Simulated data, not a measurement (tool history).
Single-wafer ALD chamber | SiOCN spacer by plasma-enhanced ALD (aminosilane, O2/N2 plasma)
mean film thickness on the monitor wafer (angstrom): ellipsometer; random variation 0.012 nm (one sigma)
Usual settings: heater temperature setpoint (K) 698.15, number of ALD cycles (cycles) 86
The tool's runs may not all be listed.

run   hour  heater temperature setpoint (K)  number of ALD cycles (cycles)  read-back reference wafer on the same gauge, thickness_nm  mean film thickness on the monitor wafer (angstrom)
  1      0                           703.15                             86                                                      4.483                                                 46.8
  2   11.8                           703.15                             86                                                      4.488                                                47.01
  3   19.7                           703.15                             86                                                      4.483                                                   47
  4   31.7                           691.15                             90                                                      4.489                                                51.27
  5   43.8                           691.15                             90                                                       4.49                                                51.37
  6     53                           691.15                             90                                                       4.49                                                51.45
  7   61.4                           698.15                             94                                                      4.491                                                   52
  8     74                           698.15                             94                                                      4.491                                                52.27
  9   89.6                           698.15                             94                                                      4.496                                                52.49
 10  106.1                           698.15                             86                                                      4.496                                                47.96
 11  115.9                           698.15                             86                                                      4.492                                                47.86
 12  129.7                           698.15                             86                                                      4.494                                                47.83
 13  136.6                           698.15                             86                                                      4.498                                                47.69
 14  149.2                           698.15                             86                                                      4.498                                                47.96
 15  158.4                           704.15                             86                                                      4.496                                                 46.9
 16  167.4                           704.15                             86                                                      4.492                                                46.81
     176.1  -- gauge calibrated
     179.4  -- thermocouple changed; heater temperature recalibrated
 17  179.9                           704.15                             86                                                      4.437                                                46.22
 18  191.6                           706.15                             95                                                      4.446                                                50.68
 19  208.6                           698.15                             86                                                      4.454                                                 47.3
 20  221.4                           698.15                             86                                                      4.465                                                47.53
 21  231.5                           698.15                             86                                                      4.461                                                47.74
 22  246.1                           698.15                             86                                                      4.466                                                47.59
 23  253.6                           698.15                             86                                                      4.467                                                47.62
 24  264.8                           698.15                             86                                                      4.472                                                47.85
 25  272.2                           711.15                             77                                                      4.477                                                40.76
 26  283.8                           702.15                             96                                                      4.478                                                52.72
 27  292.9                           711.15                             97                                                      4.477                                                51.25
 28  302.2                           698.15                             99                                                      4.483                                                54.84
 29  319.5                           698.15                             86                                                      4.485                                                47.98
 30  334.1                           711.15                             96                                                      4.482                                                50.87
 31  347.2                           711.15                             92                                                      4.487                                                 48.5
 32  370.9                           698.15                             86                                                      4.488                                                48.01
 33  378.7                           698.15                             86                                                      4.487                                                47.86
 34  409.9                           692.15                             86                                                      4.492                                                48.96
 35  424.6                           698.15                             71                                                      4.493                                                39.49
 36  435.6                           705.15                             98                                                      4.492                                                52.97
 37  442.4                           694.15                             86                                                      4.495                                                 48.6
 38  459.1                           698.15                             92                                                      4.494                                                51.27
     467.8  -- gauge calibrated
 39  471.7                           698.15                             86                                                      4.435                                                47.35
 40  485.6                           688.15                             86                                                      4.443                                                49.19

Forecast run 41:
 41  502.7                           705.15                             86                                                          ?                                                    ?

Run 41 gave read-back reference wafer on the same gauge, thickness_nm 4.45, mean film thickness on the monitor wafer (angstrom) 46.44.
Without the tool's hidden state the same run would have given mean film thickness on the monitor wafer (angstrom) 46.32.
